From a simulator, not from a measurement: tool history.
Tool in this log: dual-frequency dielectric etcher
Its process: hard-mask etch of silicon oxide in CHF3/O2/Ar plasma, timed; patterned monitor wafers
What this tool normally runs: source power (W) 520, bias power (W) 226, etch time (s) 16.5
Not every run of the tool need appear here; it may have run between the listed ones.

run,hour,source power (W),bias power (W),etch time (s),"read-back reference wafer on the same gauge, depth_nm",mean etch depth across the wafer (nm)
1,0,520,226,16.5,29.33,35.34
2,75.7,520,226,16.5,29.29,35.33
3,148.7,520,226,16.5,29.29,35.02
# hour 192.3: source power generator calibrated
4,211.1,520,226,16.5,29.31,35.37
# hour 261.6: wet clean of the chamber
5,288,520,226,16.5,29.28,35.28
6,367.7,520,226,16.5,29.28,35.08
7,421,520,226,19.5,29.24,41.99
8,521.8,520,226,19.5,29.27,41.66
9,569.3,520,226,19.5,29.29,41.62
10,651.2,520,258,16.5,29.28,37.14
# hour 771.8: wet clean of the chamber
11,804.8,520,226,16.5,29.32,35.34
# hour 1057: bias power generator calibrated
12,1086.9,520,226,16.5,29.27,35.21
13,1176,480,226,16.5,29.27,33.95
14,1229.8,490,226,16.5,29.33,34.23
# hour 1258.5: wet clean of the chamber
15,1317.2,490,226,16.5,29.32,34.2
# hour 1359.6: gauge calibrated
16,1371.6,490,226,16.5,29.29,34.25
17,1415.2,520,274,16.5,29.34,37.96

What does the tool deliver on the next run?
18,1469.5,440,197,19.5,?,?

read-back reference wafer on the same gauge, depth_nm: 29.33
mean etch depth across the wafer (nm): 36.32
Were there no unlogged condition in the tool, this run, its random variation unchanged, would have produced mean etch depth across the wafer (nm) 36.32.

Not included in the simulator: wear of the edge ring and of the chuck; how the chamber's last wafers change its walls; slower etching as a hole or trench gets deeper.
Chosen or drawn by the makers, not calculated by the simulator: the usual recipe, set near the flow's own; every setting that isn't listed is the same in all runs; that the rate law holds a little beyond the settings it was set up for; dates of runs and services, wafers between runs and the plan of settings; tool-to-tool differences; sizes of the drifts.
